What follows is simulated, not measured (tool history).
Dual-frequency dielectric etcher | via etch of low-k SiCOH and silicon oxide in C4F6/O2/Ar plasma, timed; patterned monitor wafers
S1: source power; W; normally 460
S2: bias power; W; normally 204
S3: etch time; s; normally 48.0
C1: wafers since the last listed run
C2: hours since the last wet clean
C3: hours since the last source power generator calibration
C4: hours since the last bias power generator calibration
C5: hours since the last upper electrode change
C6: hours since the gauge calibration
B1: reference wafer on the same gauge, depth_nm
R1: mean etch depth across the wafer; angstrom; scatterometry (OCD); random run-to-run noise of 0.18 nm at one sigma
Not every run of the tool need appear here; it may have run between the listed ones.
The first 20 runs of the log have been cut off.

{"run": 21, "hour": 656.0, "S1": 460, "S2": 178, "S3": 43.0, "C1": 85, "C2": 5.1, "C3": 129.3, "C4": 530.3, "C5": 356.0, "C6": 15.2, "B1": 133.0, "R1": 1021}
{"run": 22, "hour": 691.9, "S1": 460, "S2": 204, "S3": 48.0, "C1": 666, "C2": 41.0, "C3": 165.2, "C4": 566.2, "C5": 391.9, "C6": 51.1, "B1": 132.9, "R1": 1172}
{"run": 23, "hour": 704.5, "S1": 400, "S2": 189, "S3": 48.0, "C1": 233, "C2": 53.6, "C3": 177.8, "C4": 578.8, "C5": 404.5, "C6": 63.7, "B1": 133.0, "R1": 1097}
{"run": 24, "hour": 738.1, "S1": 380, "S2": 169, "S3": 48.0, "C1": 623, "C2": 87.2, "C3": 211.4, "C4": 612.4, "C5": 438.1, "C6": 97.3, "B1": 133.0, "R1": 1049}
{"run": 25, "hour": 768.2, "S1": 460, "S2": 244, "S3": 48.0, "C1": 558, "C2": 117.3, "C3": 241.5, "C4": 642.5, "C5": 468.2, "C6": 127.4, "B1": 133.0, "R1": 1215}
{"run": 26, "hour": 791.9, "S1": 410, "S2": 204, "S3": 58.0, "C1": 440, "C2": 141.0, "C3": 265.2, "C4": 666.2, "C5": 491.9, "C6": 151.1, "B1": 133.1, "R1": 1353}
{"run": 27, "hour": 821.2, "S1": 460, "S2": 154, "S3": 48.0, "C1": 544, "C2": 170.3, "C3": 294.5, "C4": 695.5, "C5": 521.2, "C6": 180.4, "B1": 132.9, "R1": 1099}
{"run": 28, "hour": 846.2, "S1": 490, "S2": 162, "S3": 48.0, "C1": 464, "C2": 195.3, "C3": 319.5, "C4": 720.5, "C5": 546.2, "C6": 205.4, "B1": 133.0, "R1": 1140}
{"run": 29, "hour": 859.6, "S1": 400, "S2": 190, "S3": 40.5, "C1": 248, "C2": 208.7, "C3": 332.9, "C4": 733.9, "C5": 559.6, "C6": 218.8, "B1": 133.0, "R1": 920}
{"run": 30, "hour": 882.1, "S1": 460, "S2": 204, "S3": 48.0, "C1": 417, "C2": 231.2, "C3": 355.4, "C4": 756.4, "C5": 582.1, "C6": 241.3, "B1": 133.1, "R1": 1166}

Consider 4 possible next runs. They are alternatives, not a sequence: every one starts from the tool as it was left by run 30. What does each give?
{"run": "A", "hour": 882.5, "S1": 520, "S2": 204, "S3": 48.0, "C1": 7, "C2": 231.6, "C3": 355.8, "C4": 756.8, "C5": 582.5, "C6": 241.7, "B1": "?", "R1": "?"}
{"run": "B", "hour": 882.5, "S1": 350, "S2": 250, "S3": 48.0, "C1": 7, "C2": 231.6, "C3": 355.8, "C4": 756.8, "C5": 582.5, "C6": 241.7, "B1": "?", "R1": "?"}
{"run": "C", "hour": 882.5, "S1": 490, "S2": 177, "S3": 42.0, "C1": 7, "C2": 231.6, "C3": 355.8, "C4": 756.8, "C5": 582.5, "C6": 241.7, "B1": "?", "R1": "?"}
{"run": "D", "hour": 882.5, "S1": 520, "S2": 169, "S3": 48.0, "C1": 7, "C2": 231.6, "C3": 355.8, "C4": 756.8, "C5": 582.5, "C6": 241.7, "B1": "?", "R1": "?"}

run=A B1=133.0 R1=1221
run=B B1=133.0 R1=1105
run=C B1=133.0 R1=1014
run=D B1=133.0 R1=1174
The same runs, with their run-to-run variation unchanged, on a tool lacking any hidden condition would have given:
run=A R1=1229
run=B R1=1112
run=C R1=1021
run=D R1=1182

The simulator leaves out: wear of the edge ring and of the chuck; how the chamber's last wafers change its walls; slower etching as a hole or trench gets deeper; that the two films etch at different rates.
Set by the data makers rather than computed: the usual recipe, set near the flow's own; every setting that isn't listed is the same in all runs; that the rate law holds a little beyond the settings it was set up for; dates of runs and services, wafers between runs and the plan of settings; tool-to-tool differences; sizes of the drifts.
